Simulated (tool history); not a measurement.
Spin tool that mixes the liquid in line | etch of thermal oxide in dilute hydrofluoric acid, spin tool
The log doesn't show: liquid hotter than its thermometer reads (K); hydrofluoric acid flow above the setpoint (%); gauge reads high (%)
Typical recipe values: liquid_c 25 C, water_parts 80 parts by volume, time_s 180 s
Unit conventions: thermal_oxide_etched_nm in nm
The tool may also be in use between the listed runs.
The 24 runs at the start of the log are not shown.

| run | hour | liquid_c | water_parts | time_s | wafers since the last listed run | hours since the thermometer was replaced | hours since the hydrofluoric acid flow meter was replaced | hours since the gauge calibration | read-back film thickness of the thermal oxide reference wafer, read on the same gauge (nm) | thermal_oxide_etched_nm |
|---|---|---|---|---|---|---|---|---|---|---|
| 25 | 1951.4 | 20.5 | 50 | 75 | 452 | 1054.8 | 1611.3 | 218.3 | 130.03 | 6.62 |
| 26 | 2026.7 | 25 | 80 | 180 | 704 | 1130.1 | 1686.6 | 293.6 | 130 | 11.56 |
|  | 2106.5 | hydrofluoric acid flow meter replaced |
| 27 | 2131.2 | 27.5 | 55 | 225 | 968 | 1234.6 | 24.7 | 398.1 | 130.01 | 23.41 |
| 28 | 2201.1 | 29.5 | 80 | 180 | 654 | 1304.5 | 94.6 | 468 | 130 | 13.31 |
| 29 | 2388 | 25 | 80 | 245 | 1749 | 1491.4 | 281.5 | 654.9 | 129.97 | 15.25 |
| 30 | 2491.9 | 23 | 80 | 180 | 972 | 1595.3 | 385.4 | 758.8 | 129.97 | 10.38 |
| 31 | 2566.1 | 25 | 45 | 225 | 694 | 1669.5 | 459.6 | 833 | 130.02 | 26.7 |
| 32 | 2646.4 | 22.5 | 105 | 265 | 751 | 1749.8 | 539.9 | 913.3 | 130.02 | 11.17 |
| 33 | 2718 | 25 | 80 | 180 | 670 | 1821.4 | 611.5 | 984.9 | 130.02 | 11.37 |
| 34 | 2798.1 | 29.5 | 60 | 110 | 749 | 1901.5 | 691.6 | 1065 | 130 | 11.5 |
| 35 | 2858.5 | 21.5 | 100 | 130 | 565 | 1961.9 | 752 | 1125.4 | 130.04 | 5.57 |

Forecast each of these 3 alternatives for the next run:
| A | 2859 | 25 | 80 | 180 | 4 | 1962.4 | 752.5 | 1125.9 | ? | ? |
| B | 2859 | 25 | 120 | 95 | 4 | 1962.4 | 752.5 | 1125.9 | ? | ? |
| C | 2859 | 25 | 80 | 210 | 4 | 1962.4 | 752.5 | 1125.9 | ? | ? |

| run | read-back film thickness of the thermal oxide reference wafer, read on the same gauge (nm) | thermal_oxide_etched_nm |
|---|---|---|
| A | 129.99 | 11.47 |
| B | 129.99 | 3.84 |
| C | 129.99 | 13.38 |
Stripped of hidden state, with their random variation kept, the same runs would have yielded:
| run | thermal_oxide_etched_nm |
|---|---|
| A | 11.21 |
| B | 3.75 |
| C | 13.08 |
